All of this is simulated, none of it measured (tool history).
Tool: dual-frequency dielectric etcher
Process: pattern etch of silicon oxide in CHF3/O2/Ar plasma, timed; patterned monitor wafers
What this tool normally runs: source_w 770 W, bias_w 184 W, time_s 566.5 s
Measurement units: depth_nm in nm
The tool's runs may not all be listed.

run,hour,source_w,bias_w,time_s,wafers since the last listed run,hours since the last wet clean,hours since the last source power generator calibration,hours since the last bias power generator calibration,hours since the last upper electrode change,hours since the gauge calibration,"read-back reference wafer on the same gauge, depth_nm",depth_nm
1,0,770,184,566.5,0,454.8,2534.6,2099.7,4604.5,1181.9,1482.9,1348.7
2,53.6,770,184,566.5,115,508.4,2588.2,2153.3,4658.1,1235.5,1479.6,1358
3,103.7,720,184,566.5,107,558.5,2638.3,2203.4,4708.2,1285.6,1478.9,1299.4
4,141.6,830,184,566.5,81,596.4,2676.2,2241.3,4746.1,1323.5,1482.7,1412.2
# hour 202.6: wet clean of the chamber
# hour 253.6: upper electrode replaced
5,254.1,830,184,566.5,138,51.5,2788.7,2353.8,0.5,1436,1477.9,1409.7
6,316.9,850,184,566.5,135,114.3,2851.5,2416.6,63.3,1498.8,1480.4,1430
# hour 359.7: source power generator calibrated
# hour 368.2: gauge calibrated
7,370.6,850,184,566.5,107,168,10.9,2470.3,117,2.4,1475.7,1467.5
8,436,770,184,566.5,140,233.4,76.3,2535.7,182.4,67.8,1480.5,1390.5
9,494.7,770,184,566.5,126,292.1,135,2594.4,241.1,126.5,1479.6,1387.6
10,529.7,770,205,631,75,327.1,170,2629.4,276.1,161.5,1479.1,1638.8
11,583.1,770,184,566.5,115,380.5,223.4,2682.8,329.5,214.9,1477.5,1391.8
12,625.8,670,139,566.5,92,423.2,266.1,2725.5,372.2,257.6,1483.2,1114.9
13,655.7,770,142,566.5,64,453.1,296,2755.4,402.1,287.5,1477.9,1231.8
14,690.4,770,212,566.5,74,487.8,330.7,2790.1,436.8,322.2,1479.6,1482.9
15,724.5,930,147,628.5,73,521.9,364.8,2824.2,470.9,356.3,1481.7,1530.7
# hour 755.3: wet clean of the chamber
16,765.9,770,156,512,37,10.6,406.2,2865.6,512.3,397.7,1480.7,1150.5
# hour 784.1: bias power generator calibrated
17,819.8,770,170,680,107,64.5,460.1,35.7,566.2,451.6,1480.8,1603
18,873.6,770,184,566.5,115,118.3,513.9,89.5,620,505.4,1476.9,1365.2
19,911.9,690,156,697.5,82,156.6,552.2,127.8,658.3,543.7,1484.7,1474
20,943.2,770,211,437.5,67,187.9,583.5,159.1,689.6,575,1478.7,1142.8
21,993.3,610,222,442,107,238,633.6,209.2,739.7,625.1,1478,1037.4
22,1060.3,770,158,618.5,144,305,700.6,276.2,806.7,692.1,1480.4,1406.8
23,1105.7,690,156,697.5,97,350.4,746,321.6,852.1,737.5,1477.9,1482.5
24,1135.7,910,184,566.5,64,380.4,776,351.6,882.1,767.5,1483.1,1516
25,1164.8,670,172,690.5,62,409.5,805.1,380.7,911.2,796.6,1478.8,1523.7
26,1214.5,770,156,566.5,107,459.2,854.8,430.4,960.9,846.3,1479.5,1274.9
27,1262,690,156,697.5,102,506.7,902.3,477.9,1008.4,893.8,1479.1,1474.4
28,1303.8,820,157,668.5,90,548.5,944.1,519.7,1050.2,935.6,1475.8,1564.8

Run 29 has not been measured yet. What should we expect?
29,1346.1,770,153,566.5,91,590.8,986.4,562,1092.5,977.9,?,?

Run 29 produced read-back reference wafer on the same gauge, depth_nm 1478.6, depth_nm 1270.4 nm.
With no hidden state in the tool, this same run would have given depth_nm 1286.5 nm.
